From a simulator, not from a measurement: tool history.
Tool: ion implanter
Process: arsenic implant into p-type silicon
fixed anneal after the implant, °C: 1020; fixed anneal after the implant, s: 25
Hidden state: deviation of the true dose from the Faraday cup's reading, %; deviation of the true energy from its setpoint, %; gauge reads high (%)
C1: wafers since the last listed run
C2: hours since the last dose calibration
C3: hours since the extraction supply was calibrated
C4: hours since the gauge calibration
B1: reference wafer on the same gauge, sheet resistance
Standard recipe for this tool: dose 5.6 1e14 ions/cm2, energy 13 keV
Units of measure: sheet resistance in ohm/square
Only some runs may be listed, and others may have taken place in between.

Run 1, hour 0: usual settings; C1 0; C2 1218.8; C3 3816.1; C4 95; B1 218.04. Result: sheet resistance 204.65 ohm/square.
Run 2, hour 12.6: usual settings; C1 234; C2 1231.4; C3 3828.7; C4 107.6; B1 217.95. Result: sheet resistance 204.66 ohm/square.
Run 3, hour 29.4: usual settings; C1 312; C2 1248.2; C3 3845.5; C4 124.4; B1 218.05. Result: sheet resistance 204.46 ohm/square.
Run 4, hour 43.2: usual settings but dose 4.78 1e14 ions/cm2, energy 10.5 keV; C1 256; C2 1262; C3 3859.3; C4 138.2; B1 218.05. Result: sheet resistance 233.95 ohm/square.
Run 5, hour 50.4: usual settings but dose 5.05 1e14 ions/cm2; C1 134; C2 1269.2; C3 3866.5; C4 145.4; B1 217.93. Result: sheet resistance 220.35 ohm/square.
Run 6, hour 91.7: usual settings; C1 768; C2 1310.5; C3 3907.8; C4 186.7; B1 218.02. Result: sheet resistance 204.5 ohm/square.
Run 7, hour 101.4: usual settings; C1 180; C2 1320.2; C3 3917.5; C4 196.4; B1 218.17. Result: sheet resistance 203.68 ohm/square.
Run 8, hour 141.5: usual settings; C1 746; C2 1360.3; C3 3957.6; C4 236.5; B1 218.07. Result: sheet resistance 202.51 ohm/square.
Run 9, hour 148.4: usual settings; C1 128; C2 1367.2; C3 3964.5; C4 243.4; B1 218.02. Result: sheet resistance 203.3 ohm/square.
Run 10, hour 157.1: usual settings; C1 161; C2 1375.9; C3 3973.2; C4 252.1; B1 218.02. Result: sheet resistance 203.34 ohm/square.
Run 11, hour 167.4: usual settings; C1 191; C2 1386.2; C3 3983.5; C4 262.4; B1 217.96. Result: sheet resistance 203.06 ohm/square.
Run 12, hour 175.7: usual settings; C1 154; C2 1394.5; C3 3991.8; C4 270.7; B1 218.05. Result: sheet resistance 203 ohm/square.
Run 13, hour 184.2: usual settings; C1 158; C2 1403; C3 4000.3; C4 279.2; B1 218.1. Result: sheet resistance 203.45 ohm/square.
Run 14, hour 193.5: usual settings; C1 173; C2 1412.3; C3 4009.6; C4 288.5; B1 218.04. Result: sheet resistance 202.89 ohm/square.
Run 15, hour 203.8: usual settings; C1 191; C2 1422.6; C3 4019.9; C4 298.8; B1 217.97. Result: sheet resistance 203.45 ohm/square.
Run 16, hour 221.5: usual settings but dose 5.19 1e14 ions/cm2, energy 15.5 keV; C1 329; C2 1440.3; C3 4037.6; C4 316.5; B1 218.01. Result: sheet resistance 210.49 ohm/square.
Run 17, hour 227.7: usual settings but energy 9 keV; C1 115; C2 1446.5; C3 4043.8; C4 322.7; B1 218.07. Result: sheet resistance 206.64 ohm/square.
At hour 228.7: gauge calibrated.
Run 18, hour 243.8: usual settings; C1 299; C2 1462.6; C3 4059.9; C4 15.1; B1 217.97. Result: sheet resistance 202.58 ohm/square.
At hour 265: extraction supply calibrated.
Run 19, hour 265.5: usual settings but dose 7.03 1e14 ions/cm2, energy 16.5 keV; C1 255; C2 1484.3; C3 0.5; C4 36.8; B1 218.06. Result: sheet resistance 167.6 ohm/square.
Run 20, hour 272.7: usual settings but dose 6.57 1e14 ions/cm2, energy 14.5 keV; C1 134; C2 1491.5; C3 7.7; C4 44; B1 218. Result: sheet resistance 177.83 ohm/square.
At hour 286: Faraday cup replaced and dose calibrated.
Run 21, hour 289.7: usual settings; C1 167; C2 3.7; C3 24.7; C4 61; B1 218.02. Result: sheet resistance 211.89 ohm/square.
Run 22, hour 303.5: usual settings but dose 5.19 1e14 ions/cm2, energy 15.5 keV; C1 256; C2 17.5; C3 38.5; C4 74.8; B1 218.16. Result: sheet resistance 219.93 ohm/square.
Run 23, hour 319.5: usual settings but dose 3.95 1e14 ions/cm2, energy 9 keV; C1 297; C2 33.5; C3 54.5; C4 90.8; B1 218.08. Result: sheet resistance 281.77 ohm/square.
Run 24, hour 325.6: usual settings but dose 6.22 1e14 ions/cm2, energy 9 keV; C1 113; C2 39.6; C3 60.6; C4 96.9; B1 217.96. Result: sheet resistance 201.06 ohm/square.
Run 25, hour 334.7: usual settings but dose 4.6 1e14 ions/cm2, energy 17 keV; C1 169; C2 48.7; C3 69.7; C4 106; B1 218.04. Result: sheet resistance 238.51 ohm/square.
Run 26, hour 349.2: usual settings but dose 6.89 1e14 ions/cm2; C1 269; C2 63.2; C3 84.2; C4 120.5; B1 217.96. Result: sheet resistance 182.17 ohm/square.
Run 27, hour 363.7: usual settings but dose 6.24 1e14 ions/cm2, energy 16 keV; C1 269; C2 77.7; C3 98.7; C4 135; B1 218.01. Result: sheet resistance 192.1 ohm/square.
Run 28, hour 380.4: usual settings but energy 15 keV; C1 310; C2 94.4; C3 115.4; C4 151.7; B1 218.05. Result: sheet resistance 208.67 ohm/square.
Run 29, hour 388.7: usual settings but dose 5.15 1e14 ions/cm2, energy 10 keV; C1 154; C2 102.7; C3 123.7; C4 160; B1 218.02. Result: sheet resistance 229.11 ohm/square.
Run 30, hour 405.1: usual settings but dose 4.26 1e14 ions/cm2, energy 11 keV; C1 305; C2 119.1; C3 140.1; C4 176.4; B1 218.07. Result: sheet resistance 262.6 ohm/square.
Run 31, hour 419.6: usual settings but dose 6.05 1e14 ions/cm2, energy 17 keV; C1 269; C2 133.6; C3 154.6; C4 190.9; B1 218.08. Result: sheet resistance 195.7 ohm/square.
Run 32, hour 430.8: usual settings but dose 4.24 1e14 ions/cm2, energy 10.5 keV; C1 208; C2 144.8; C3 165.8; C4 202.1; B1 217.99. Result: sheet resistance 264.25 ohm/square.

Each row is a separate what-if for the run after 32, all from the same tool condition, not one after another. Results?
Run A, hour 431.2: usual settings; C1 7; C2 145.2; C3 166.2; C4 202.5; B1 ?. Result: sheet resistance ?.
Run B, hour 431.2: usual settings but dose 4.49 1e14 ions/cm2, energy 8.5 keV; C1 7; C2 145.2; C3 166.2; C4 202.5; B1 ?. Result: sheet resistance ?.
Run C, hour 431.2: usual settings but dose 6.21 1e14 ions/cm2; C1 7; C2 145.2; C3 166.2; C4 202.5; B1 ?. Result: sheet resistance ?.
Run D, hour 431.2: usual settings but dose 7.02 1e14 ions/cm2, energy 16.5 keV; C1 7; C2 145.2; C3 166.2; C4 202.5; B1 ?. Result: sheet resistance ?.
Run E, hour 431.2: usual settings but dose 6.85 1e14 ions/cm2, energy 11 keV; C1 7; C2 145.2; C3 166.2; C4 202.5; B1 ?. Result: sheet resistance ?.

run      B1  sheet resistance
  A  217.94            211.66
  B  217.94            256.54
  C  217.94            196.24
  D  217.94            175.42
  E  217.94            185.31
Without the tool's unlogged condition, the same runs would have read:
run  sheet resistance
  A            212.02
  B               257
  C            196.57
  D            175.71
  E            185.62
